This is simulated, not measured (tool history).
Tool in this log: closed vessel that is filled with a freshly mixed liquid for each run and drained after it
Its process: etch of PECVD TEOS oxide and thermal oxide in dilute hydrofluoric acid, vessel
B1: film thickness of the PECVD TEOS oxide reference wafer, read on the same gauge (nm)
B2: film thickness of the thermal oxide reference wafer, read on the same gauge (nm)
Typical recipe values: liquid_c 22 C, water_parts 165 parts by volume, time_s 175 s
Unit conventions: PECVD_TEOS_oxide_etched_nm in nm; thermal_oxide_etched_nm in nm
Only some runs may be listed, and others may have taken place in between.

run 1 hour=0 | liquid_c=22 water_parts=165 time_s=175 | B1=139.98 B2=100.009 | PECVD_TEOS_oxide_etched_nm=8.47 thermal_oxide_etched_nm=4.007
run 2 hour=56.9 | liquid_c=22 water_parts=165 time_s=175 | B1=139.99 B2=99.996 | PECVD_TEOS_oxide_etched_nm=8.4 thermal_oxide_etched_nm=3.987
run 3 hour=103.6 | liquid_c=22 water_parts=165 time_s=175 | B1=140.01 B2=100.001 | PECVD_TEOS_oxide_etched_nm=8.38 thermal_oxide_etched_nm=3.941
run 4 hour=153 | liquid_c=22 water_parts=165 time_s=175 | B1=140.04 B2=100.034 | PECVD_TEOS_oxide_etched_nm=8.33 thermal_oxide_etched_nm=4.001
run 5 hour=304.6 | liquid_c=22 water_parts=165 time_s=175 | B1=140 B2=99.973 | PECVD_TEOS_oxide_etched_nm=8.26 thermal_oxide_etched_nm=3.912
run 6 hour=338.3 | liquid_c=22 water_parts=135 time_s=175 | B1=139.97 B2=100.023 | PECVD_TEOS_oxide_etched_nm=10.39 thermal_oxide_etched_nm=5.006
-- hour=371.5 hydrofluoric acid flow meter replaced
run 7 hour=530.1 | liquid_c=22 water_parts=135 time_s=175 | B1=139.98 B2=99.98 | PECVD_TEOS_oxide_etched_nm=9.88 thermal_oxide_etched_nm=4.72
run 8 hour=575.3 | liquid_c=22 water_parts=135 time_s=175 | B1=139.99 B2=99.981 | PECVD_TEOS_oxide_etched_nm=9.78 thermal_oxide_etched_nm=4.653
run 9 hour=631.7 | liquid_c=22 water_parts=145 time_s=175 | B1=139.97 B2=100.021 | PECVD_TEOS_oxide_etched_nm=9.05 thermal_oxide_etched_nm=4.337
run 10 hour=663.6 | liquid_c=22 water_parts=145 time_s=175 | B1=140.02 B2=100.006 | PECVD_TEOS_oxide_etched_nm=9.02 thermal_oxide_etched_nm=4.315
-- hour=684.1 thermometer replaced
-- hour=689.6 hydrofluoric acid flow meter replaced, repeated, since the last time left the tool worse
run 11 hour=735.4 | liquid_c=20 water_parts=165 time_s=175 | B1=139.99 B2=99.962 | PECVD_TEOS_oxide_etched_nm=8.12 thermal_oxide_etched_nm=3.86
run 12 hour=797.2 | liquid_c=25 water_parts=190 time_s=75 | B1=140.01 B2=99.997 | PECVD_TEOS_oxide_etched_nm=3.48 thermal_oxide_etched_nm=1.659
run 13 hour=848.9 | liquid_c=26.5 water_parts=220 time_s=210 | B1=139.97 B2=99.973 | PECVD_TEOS_oxide_etched_nm=8.49 thermal_oxide_etched_nm=4.08
run 14 hour=900.1 | liquid_c=25 water_parts=165 time_s=175 | B1=140.01 B2=100.018 | PECVD_TEOS_oxide_etched_nm=9.72 thermal_oxide_etched_nm=4.56
-- hour=967.8 gauge calibrated
run 15 hour=970.8 | liquid_c=22 water_parts=165 time_s=175 | B1=139.98 B2=99.995 | PECVD_TEOS_oxide_etched_nm=8.43 thermal_oxide_etched_nm=4.076
run 16 hour=1002.5 | liquid_c=24 water_parts=115 time_s=105 | B1=140.02 B2=100.01 | PECVD_TEOS_oxide_etched_nm=8.28 thermal_oxide_etched_nm=3.993
run 17 hour=1050.6 | liquid_c=22 water_parts=165 time_s=235 | B1=140.02 B2=100.009 | PECVD_TEOS_oxide_etched_nm=11.57 thermal_oxide_etched_nm=5.508
run 18 hour=1079.6 | liquid_c=22 water_parts=165 time_s=175 | B1=140 B2=100.015 | PECVD_TEOS_oxide_etched_nm=8.49 thermal_oxide_etched_nm=4.067
run 19 hour=1281 | liquid_c=22 water_parts=120 time_s=240 | B1=140.03 B2=99.976 | PECVD_TEOS_oxide_etched_nm=16.85 thermal_oxide_etched_nm=7.885
run 20 hour=1336.4 | liquid_c=18.5 water_parts=165 time_s=240 | B1=140.04 B2=100.001 | PECVD_TEOS_oxide_etched_nm=9.88 thermal_oxide_etched_nm=4.707
run 21 hour=1499.5 | liquid_c=24.5 water_parts=165 time_s=80 | B1=140.03 B2=99.996 | PECVD_TEOS_oxide_etched_nm=4.18 thermal_oxide_etched_nm=1.984
run 22 hour=1526.6 | liquid_c=26.5 water_parts=165 time_s=235 | B1=139.99 B2=100.005 | PECVD_TEOS_oxide_etched_nm=12.95 thermal_oxide_etched_nm=6.211
run 23 hour=1569.1 | liquid_c=22 water_parts=145 time_s=175 | B1=140.02 B2=100.043 | PECVD_TEOS_oxide_etched_nm=9.55 thermal_oxide_etched_nm=4.578
-- hour=1585.5 hydrofluoric acid flow meter replaced
run 24 hour=1607.7 | liquid_c=22 water_parts=235 time_s=175 | B1=140.02 B2=100.036 | PECVD_TEOS_oxide_etched_nm=5.73 thermal_oxide_etched_nm=2.725
run 25 hour=1661.5 | liquid_c=22 water_parts=220 time_s=220 | B1=139.94 B2=99.975 | PECVD_TEOS_oxide_etched_nm=7.8 thermal_oxide_etched_nm=3.719
run 26 hour=1706.2 | liquid_c=25.5 water_parts=165 time_s=280 | B1=140.01 B2=99.987 | PECVD_TEOS_oxide_etched_nm=15.59 thermal_oxide_etched_nm=7.579
run 27 hour=1771.9 | liquid_c=17 water_parts=165 time_s=105 | B1=139.97 B2=99.998 | PECVD_TEOS_oxide_etched_nm=4.22 thermal_oxide_etched_nm=2.026

A few steps of PECVD_TEOS_oxide_etched_nm between consecutive runs. Split each: what settings, incoming material and random variation would produce without the hidden state, and what is left over for the hidden state, along with gauge scatter present in only one of the two compared results (measured, and without hidden state):
Hidden conditions of the tool in this case: liquid hotter than its thermometer reads (K); hydrofluoric acid flow below the setpoint (%); gauge reads high (%).
Run 10 -> 11: liquid_c 22 -> 20, water_parts 145 -> 165, thermometer replaced, hydrofluoric acid flow meter replaced, repeated, since the last time left the tool worse. PECVD_TEOS_oxide_etched_nm -0.9 nm: hidden state +1.14, all else -2.04.
Run 21 -> 22: liquid_c 24.5 -> 26.5, time_s 80 -> 235. PECVD_TEOS_oxide_etched_nm +8.77 nm: hidden state -0.61, all else +9.38.
Run 23 -> 24: water_parts 145 -> 235, hydrofluoric acid flow meter replaced. PECVD_TEOS_oxide_etched_nm -3.82 nm: hidden state +0.64, all else -4.46.
Run 26 -> 27: liquid_c 25.5 -> 17, time_s 280 -> 105. PECVD_TEOS_oxide_etched_nm -11.37 nm: hidden state +0.1, all else -11.47.
